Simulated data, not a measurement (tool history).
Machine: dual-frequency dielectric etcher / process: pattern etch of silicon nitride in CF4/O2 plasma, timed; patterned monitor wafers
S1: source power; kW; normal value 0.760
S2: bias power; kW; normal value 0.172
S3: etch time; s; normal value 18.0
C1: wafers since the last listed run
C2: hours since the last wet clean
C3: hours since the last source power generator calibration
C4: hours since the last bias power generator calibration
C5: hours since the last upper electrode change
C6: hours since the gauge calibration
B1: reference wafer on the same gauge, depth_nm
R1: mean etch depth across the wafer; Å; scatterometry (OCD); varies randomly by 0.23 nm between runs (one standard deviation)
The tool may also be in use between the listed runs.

run 1 hour=0.0 | S1=0.760 S2=0.172 S3=18.0 | C1=0 C2=402.1 C3=1797.8 C4=3777.2 C5=2064.5 C6=10.5 | B1=54.6 | R1=496
run 2 hour=15.3 | S1=0.760 S2=0.172 S3=18.0 | C1=288 C2=417.4 C3=1813.1 C4=3792.5 C5=2079.8 C6=25.8 | B1=54.6 | R1=494
run 3 hour=31.0 | S1=0.760 S2=0.172 S3=18.0 | C1=295 C2=433.1 C3=1828.8 C4=3808.2 C5=2095.5 C6=41.5 | B1=54.7 | R1=498
run 4 hour=47.4 | S1=0.760 S2=0.172 S3=18.0 | C1=308 C2=449.5 C3=1845.2 C4=3824.6 C5=2111.9 C6=57.9 | B1=54.7 | R1=497
-- hour=68.7 bias power generator calibrated
run 5 hour=95.1 | S1=0.760 S2=0.172 S3=14.0 | C1=823 C2=497.2 C3=1892.9 C4=26.4 C5=2159.6 C6=105.6 | B1=54.8 | R1=389
-- hour=107.3 source power generator calibrated
run 6 hour=109.7 | S1=0.760 S2=0.172 S3=14.0 | C1=199 C2=511.8 C3=2.4 C4=41.0 C5=2174.2 C6=120.2 | B1=54.6 | R1=385
-- hour=141.3 wet clean of the chamber
run 7 hour=141.8 | S1=0.760 S2=0.185 S3=18.0 | C1=152 C2=0.5 C3=34.5 C4=73.1 C5=2206.3 C6=152.3 | B1=54.8 | R1=482
-- hour=158.3 gauge calibrated
-- hour=166.9 upper electrode replaced
run 8 hour=167.4 | S1=0.760 S2=0.207 S3=18.0 | C1=30 C2=26.1 C3=60.1 C4=98.7 C5=0.5 C6=9.1 | B1=54.7 | R1=506
run 9 hour=167.7 | S1=0.650 S2=0.193 S3=16.0 | C1=5 C2=26.4 C3=60.4 C4=99.0 C5=0.8 C6=9.4 | B1=54.7 | R1=369
run 10 hour=173.3 | S1=0.760 S2=0.172 S3=18.0 | C1=105 C2=32.0 C3=66.0 C4=104.6 C5=6.4 C6=15.0 | B1=54.8 | R1=471
run 11 hour=183.5 | S1=0.760 S2=0.172 S3=18.0 | C1=192 C2=42.2 C3=76.2 C4=114.8 C5=16.6 C6=25.2 | B1=54.7 | R1=473
run 12 hour=190.4 | S1=0.630 S2=0.157 S3=20.5 | C1=129 C2=49.1 C3=83.1 C4=121.7 C5=23.5 C6=32.1 | B1=54.5 | R1=423

Predict the results of run 13:
run 13 hour=203.0 | S1=0.760 S2=0.190 S3=22.0 | C1=237 C2=61.7 C3=95.7 C4=134.3 C5=36.1 C6=44.7 | B1=? | R1=?

For run 13 the tool returned B1 54.9, R1 600 Å.
The same run, on a tool lacking any hidden state, would have yielded R1 600 Å.
